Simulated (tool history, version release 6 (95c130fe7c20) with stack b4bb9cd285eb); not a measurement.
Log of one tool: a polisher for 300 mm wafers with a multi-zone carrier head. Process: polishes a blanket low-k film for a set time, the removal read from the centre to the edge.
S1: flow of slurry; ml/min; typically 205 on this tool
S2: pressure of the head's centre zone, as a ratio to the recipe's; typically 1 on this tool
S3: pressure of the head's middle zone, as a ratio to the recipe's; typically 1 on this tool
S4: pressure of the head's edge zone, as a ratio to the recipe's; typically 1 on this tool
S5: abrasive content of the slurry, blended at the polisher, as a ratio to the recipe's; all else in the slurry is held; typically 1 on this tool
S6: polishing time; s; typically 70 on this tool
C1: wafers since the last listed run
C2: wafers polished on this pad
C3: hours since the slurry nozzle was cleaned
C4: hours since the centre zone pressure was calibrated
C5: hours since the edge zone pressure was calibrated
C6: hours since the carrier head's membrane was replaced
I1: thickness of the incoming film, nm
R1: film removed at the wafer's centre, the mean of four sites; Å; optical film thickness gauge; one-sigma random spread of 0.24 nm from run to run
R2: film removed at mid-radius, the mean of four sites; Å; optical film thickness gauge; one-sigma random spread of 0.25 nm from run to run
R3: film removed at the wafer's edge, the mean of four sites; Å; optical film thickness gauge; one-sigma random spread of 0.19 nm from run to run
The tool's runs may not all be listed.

run,hour,S1,S2,S3,S4,S5,S6,C1,C2,C3,C4,C5,C6,I1,R1,R2,R3
1,0,170,1,1,1,1,70,0,2517,145.5,512.1,612.1,326.8,443.5,157,156,160
# hour 4.6: worn pad replaced by a new one
# hour 45.4: centre zone pressure recalibrated
2,86.9,205,1,1,1,1,70,1039,1030,232.4,41.5,699,413.7,444.3,172,176,177
# hour 108.1: slurry nozzle cleaned
3,130.5,205,1,1,1,1,70,547,1578,22.4,85.1,742.6,457.3,444.1,173,168,174
4,202.3,205,1,1,1,0.9,70,922,2500,94.2,156.9,814.4,529.1,438.7,151,151,152
# hour 210.8: worn pad replaced by a new one
5,241,205,1,1,1,0.9,70,445,388,132.9,195.6,853.1,567.8,437.8,169,164,169
6,282.4,205,1.06,1,1,1,70,531,919,174.3,237,894.5,609.2,440.3,183,173,182
# hour 357.5: slurry nozzle cleaned
7,358.2,205,1,1,1,1,70,960,1880,0.7,312.8,970.3,685,438.5,169,167,172
8,437.9,205,1,1,1,1,70,1023,2904,80.4,392.5,1050,764.7,434.8,151,157,153
# hour 447.1: worn pad replaced by a new one
9,475,205,1,1,1,1,70,425,358,117.5,429.6,1087.1,801.8,442.6,176,178,184
10,552,205,1,1,0.92,1,70,989,1348,194.5,506.6,1164.1,878.8,448.6,172,176,174
11,599.6,205,1,1,1,1,70,611,1959,242.1,554.2,1211.7,926.4,437.5,170,167,171
# hour 641.3: centre zone pressure recalibrated
12,641.8,205,1,1,1,1,80,516,2475,284.3,0.5,1253.9,968.6,445.5,181,183,187
# hour 653.2: edge zone pressure recalibrated
# hour 655.9: slurry nozzle cleaned
# hour 690.8: worn pad replaced by a new one
13,727.9,145,0.95,1,1,0.9,84,1016,476,72,86.6,74.7,1054.7,445.2,185,197,196
14,790.5,205,1,1,1,1,70,804,1280,134.6,149.2,137.3,1117.3,447,175,179,175
# hour 832.2: carrier head's membrane replaced by a new one
15,867,205,1,1,1,1,70,918,2198,211.1,225.7,213.8,34.8,442.7,164,162,166
# hour 899: worn pad replaced by a new one
16,925.8,205,1,1,1,1.1,70,703,344,269.9,284.5,272.6,93.6,445.2,189,191,191
# hour 941.1: slurry nozzle cleaned
17,1008.2,205,0.93,1.1,0.92,1,55,1045,1390,67.1,366.9,355,176,438.6,126,145,130
18,1048.5,205,1,1.08,1,1,93,517,1907,107.4,407.2,395.3,216.3,441.1,220,241,225
19,1128.8,205,1,0.91,1,1.15,70,1031,2939,187.7,487.5,475.6,296.6,437.7,163,154,167

5 ways to go on from here, each from the tool as it stands after run 19. What would each give?
A,1129.2,205,1,1,1,1,70,5,2944,188.1,487.9,476,297,432.8,?,?,?
B,1129.2,205,1.11,0.88,1,1,70,5,2944,188.1,487.9,476,297,432.8,?,?,?
C,1129.2,275,1.1,1.04,1,1,54,5,2944,188.1,487.9,476,297,432.8,?,?,?
D,1129.2,175,1,1,1,1,80,5,2944,188.1,487.9,476,297,432.8,?,?,?
E,1129.2,270,1.03,1,1,1,70,5,2944,188.1,487.9,476,297,432.8,?,?,?

run,R1,R2,R3
A,150,153,155
B,166,141,155
C,131,125,122
D,169,173,175
E,159,157,157
Without the tool's hidden state the same runs would have given:
run,R1,R2,R3
A,177,181,183
B,197,167,183
C,155,147,144
D,199,204,207
E,187,186,186
